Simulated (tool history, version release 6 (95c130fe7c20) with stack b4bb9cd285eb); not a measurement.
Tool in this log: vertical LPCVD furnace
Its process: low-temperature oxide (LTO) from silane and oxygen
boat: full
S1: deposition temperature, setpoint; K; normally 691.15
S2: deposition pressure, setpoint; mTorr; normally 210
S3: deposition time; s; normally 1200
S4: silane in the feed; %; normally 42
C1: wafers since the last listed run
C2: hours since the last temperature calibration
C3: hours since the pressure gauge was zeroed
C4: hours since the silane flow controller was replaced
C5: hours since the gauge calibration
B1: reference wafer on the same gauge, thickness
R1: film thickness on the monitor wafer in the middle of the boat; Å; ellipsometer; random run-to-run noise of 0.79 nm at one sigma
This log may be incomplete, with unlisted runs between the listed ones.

run   hour      S1   S2    S3  S4   C1      C2      C3      C4     C5      B1      R1
  1    0.0  691.15  210  1050  42    0  1300.3  4257.4  6621.3  506.7  274.79  2131.5
  2    6.3  691.15  210  1200  42   84  1306.6  4263.7  6627.6  513.0  275.16  2441.6
  3   21.7  691.15  180  1200  42  205  1322.0  4279.1  6643.0  528.4  275.25  2094.9
  4   37.5  691.15  180  1200  42  211  1337.8  4294.9  6658.8  544.2  274.76  2085.6
  5   77.2  691.15  180  1200  42  530  1377.5  4334.6  6698.5  583.9  274.53  2091.0
  6   91.9  691.15  210  1200  42  196  1392.2  4349.3  6713.2  598.6  274.91  2435.6
  7   99.1  691.15  210  1200  42   96  1399.4  4356.5  6720.4  605.8  274.76  2430.7
     104.5  -- gauge calibrated
  8  108.5  691.15  210  1200  42  125  1408.8  4365.9  6729.8    4.0  274.69  2440.7
     133.4  -- silane flow controller replaced
  9  133.9  691.15  210  1200  42   18  1434.2  4391.3     0.5   29.4  274.84  2438.3
 10  139.3  691.15  170  1200  47   72  1439.6  4396.7     5.9   34.8  274.68  2204.4
 11  154.0  691.15  210  1200  42  196  1454.3  4411.4    20.6   49.5  274.92  2471.3
 12  169.7  691.15  255  1560  48  209  1470.0  4427.1    36.3   65.2  275.53  4371.1
     196.2  -- thermocouples replaced and temperature profile calibrated
 13  196.7  691.15  210  1560  47   40     0.5  4454.1    63.3   92.2  275.26  3444.2
 14  200.8  691.15  210  1200  42   54     4.6  4458.2    67.4   96.3  274.87  2379.5
 15  210.5  696.15  190  1470  42  129    14.3  4467.9    77.1  106.0  275.04  2774.8
 16  218.7  699.15  260   990  34  109    22.5  4476.1    85.3  114.2  275.20  2045.1
 17  236.2  691.15  210  1560  47  233    40.0  4493.6   102.8  131.7  275.16  3457.2
     272.6  -- pressure gauge zeroed
 18  273.1  697.15  250  1350  50  172    76.9     0.5   139.7  168.6  274.79  3958.9
 19  277.2  691.15  250  1590  48   54    81.0     4.6   143.8  172.7  275.04  4254.1
 20  281.4  691.15  210  1200  42   56    85.2     8.8   148.0  176.9  275.21  2386.9
 21  290.7  700.15  255  1020  42  124    94.5    18.1   157.3  186.2  274.72  2663.4
 22  297.3  691.15  210  1680  42   88   101.1    24.7   163.9  192.8  274.53  3324.5
 23  326.4  691.15  190  1200  42  388   130.2    53.8   193.0  221.9  275.30  2145.6
 24  340.7  691.15  210  1200  42  191   144.5    68.1   207.3  236.2  274.68  2370.0
 25  350.2  701.15  210  1200  42  126   154.0    77.6   216.8  245.7  274.39  2624.6
 26  358.2  691.15  175  1200  47  106   162.0    85.6   224.8  253.7  274.75  2214.6
 27  394.9  680.15  185  1560  34  490   198.7   122.3   261.5  290.4  274.76  1873.9
 28  405.6  691.15  210  1200  42  142   209.4   133.0   272.2  301.1  275.02  2367.1
 29  420.1  691.15  210  1200  42  193   223.9   147.5   286.7  315.6  275.34  2381.2
 30  433.2  691.15  230  1050  42  175   237.0   160.6   299.8  328.7  274.88  2280.5
 31  446.2  691.15  210  1200  42  173   250.0   173.6   312.8  341.7  275.06  2391.9
 32  455.8  691.15  210  1200  42  128   259.6   183.2   322.4  351.3  274.65  2385.3

How the hidden state differs across the entries between the runs, from the last listed run before each to the first after it:
Runs 7 to 8: gauge calibrated (hour 104.5)
  true tube temperature minus thermocouple reading, K: 3.03 -> 3.07
  difference, measured minus the result without the unlogged condition, R1: +73.0 -> +74.2 Å
Runs 8 to 9: silane flow controller replaced (hour 133.4)
  true tube temperature minus thermocouple reading, K: 3.07 -> 3.18
  difference, measured minus the result without the unlogged condition, R1: +74.2 -> +76.7 Å
Runs 12 to 13: thermocouples replaced and temperature profile calibrated (hour 196.2)
  true tube temperature minus thermocouple reading, K: 3.33 -> 0.167
  difference, measured minus the result without the unlogged condition, R1: +137.3 -> +5.6 Å
Runs 17 to 18: pressure gauge zeroed (hour 272.6)
  true tube temperature minus thermocouple reading, K: 0.17 -> 0.176
  difference, measured minus the result without the unlogged condition, R1: +5.7 -> +6.4 Å
